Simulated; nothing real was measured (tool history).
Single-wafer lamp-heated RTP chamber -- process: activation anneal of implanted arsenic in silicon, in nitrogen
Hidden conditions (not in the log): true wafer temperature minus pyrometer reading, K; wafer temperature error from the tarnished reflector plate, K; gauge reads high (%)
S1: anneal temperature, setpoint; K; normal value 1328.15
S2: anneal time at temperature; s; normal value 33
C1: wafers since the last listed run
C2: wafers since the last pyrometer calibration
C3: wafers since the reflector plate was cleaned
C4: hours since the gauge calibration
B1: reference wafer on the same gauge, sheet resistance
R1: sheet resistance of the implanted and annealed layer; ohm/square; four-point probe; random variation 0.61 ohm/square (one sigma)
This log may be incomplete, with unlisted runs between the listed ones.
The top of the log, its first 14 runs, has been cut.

{"run": 15, "day": 7.625, "S1": 1307.15, "S2": 33, "C1": 85, "C2": 6144, "C3": 14020, "C4": 228.8, "B1": 355.2, "R1": 409.95}
{"run": 16, "day": 8.804, "S1": 1328.15, "S2": 20, "C1": 211, "C2": 6355, "C3": 14231, "C4": 257.1, "B1": 355.17, "R1": 409.71}
{"run": 17, "day": 9.246, "S1": 1328.15, "S2": 20, "C1": 79, "C2": 6434, "C3": 14310, "C4": 267.7, "B1": 354.85, "R1": 409.99}
{"day": 10.342, "done": "reflector plate cleaned"}
{"run": 18, "day": 11.442, "S1": 1328.15, "S2": 33, "C1": 333, "C2": 6767, "C3": 197, "C4": 320.4, "B1": 355.05, "R1": 406.84}
{"run": 19, "day": 11.825, "S1": 1299.15, "S2": 50, "C1": 68, "C2": 6836, "C3": 265, "C4": 329.6, "B1": 355.05, "R1": 408.66}
{"run": 20, "day": 12.146, "S1": 1314.15, "S2": 15, "C1": 57, "C2": 6893, "C3": 323, "C4": 337.3, "B1": 355.01, "R1": 413.96}
{"run": 21, "day": 12.679, "S1": 1339.15, "S2": 49, "C1": 95, "C2": 6989, "C3": 418, "C4": 350.1, "B1": 354.92, "R1": 400.26}
{"day": 14.325, "done": "pyrometer window cleaned and pyrometer calibrated"}
{"run": 22, "day": 14.588, "S1": 1349.15, "S2": 33, "C1": 281, "C2": 47, "C3": 700, "C4": 395.9, "B1": 355.1, "R1": 401.09}
{"run": 23, "day": 14.9, "S1": 1328.15, "S2": 43, "C1": 55, "C2": 103, "C3": 756, "C4": 403.4, "B1": 354.87, "R1": 403.68}
{"run": 24, "day": 15.325, "S1": 1328.15, "S2": 33, "C1": 76, "C2": 179, "C3": 832, "C4": 413.6, "B1": 355.17, "R1": 406.39}
{"run": 25, "day": 16.025, "S1": 1299.15, "S2": 33, "C1": 125, "C2": 304, "C3": 957, "C4": 430.4, "B1": 355.15, "R1": 411.88}
{"day": 16.221, "done": "gauge calibrated"}
{"run": 26, "day": 16.283, "S1": 1316.15, "S2": 33, "C1": 46, "C2": 350, "C3": 1003, "C4": 1.5, "B1": 354.85, "R1": 408.83}
{"run": 27, "day": 16.792, "S1": 1328.15, "S2": 33, "C1": 90, "C2": 441, "C3": 1094, "C4": 13.7, "B1": 354.83, "R1": 407.15}
{"run": 28, "day": 17.296, "S1": 1328.15, "S2": 33, "C1": 90, "C2": 531, "C3": 1185, "C4": 25.8, "B1": 355, "R1": 407.03}
{"run": 29, "day": 17.938, "S1": 1328.15, "S2": 33, "C1": 114, "C2": 646, "C3": 1299, "C4": 41.2, "B1": 355, "R1": 406.74}
{"run": 30, "day": 18.442, "S1": 1340.15, "S2": 45, "C1": 90, "C2": 736, "C3": 1390, "C4": 53.3, "B1": 354.99, "R1": 399.85}
{"run": 31, "day": 19.062, "S1": 1306.15, "S2": 33, "C1": 111, "C2": 848, "C3": 1501, "C4": 68.2, "B1": 355.19, "R1": 409.75}
{"run": 32, "day": 19.808, "S1": 1320.15, "S2": 51, "C1": 133, "C2": 981, "C3": 1634, "C4": 86.1, "B1": 354.92, "R1": 404.11}
{"run": 33, "day": 20.138, "S1": 1328.15, "S2": 33, "C1": 58, "C2": 1040, "C3": 1693, "C4": 94, "B1": 354.7, "R1": 406.39}
{"run": 34, "day": 20.571, "S1": 1347.15, "S2": 18, "C1": 77, "C2": 1117, "C3": 1771, "C4": 104.4, "B1": 354.98, "R1": 407.41}

Alternative continuations, all from the tool just after run 34; predict every row:
{"run": "A", "day": 20.588, "S1": 1328.15, "S2": 33, "C1": 2, "C2": 1120, "C3": 1774, "C4": 104.8, "B1": "?", "R1": "?"}
{"run": "B", "day": 20.588, "S1": 1339.15, "S2": 21, "C1": 2, "C2": 1120, "C3": 1774, "C4": 104.8, "B1": "?", "R1": "?"}
{"run": "C", "day": 20.588, "S1": 1354.15, "S2": 48, "C1": 2, "C2": 1120, "C3": 1774, "C4": 104.8, "B1": "?", "R1": "?"}
{"run": "D", "day": 20.588, "S1": 1312.15, "S2": 18, "C1": 2, "C2": 1120, "C3": 1774, "C4": 104.8, "B1": "?", "R1": "?"}
{"run": "E", "day": 20.588, "S1": 1328.15, "S2": 18, "C1": 2, "C2": 1120, "C3": 1774, "C4": 104.8, "B1": "?", "R1": "?"}

run=A B1=355.05 R1=406.62
run=B B1=355.05 R1=408.28
run=C B1=355.05 R1=395.7
run=D B1=355.05 R1=412.95
run=E B1=355.05 R1=410.99
Had the tool no hidden state, the same runs would have come out as:
run=A R1=406.62
run=B R1=408.28
run=C R1=395.7
run=D R1=412.95
run=E R1=410.99
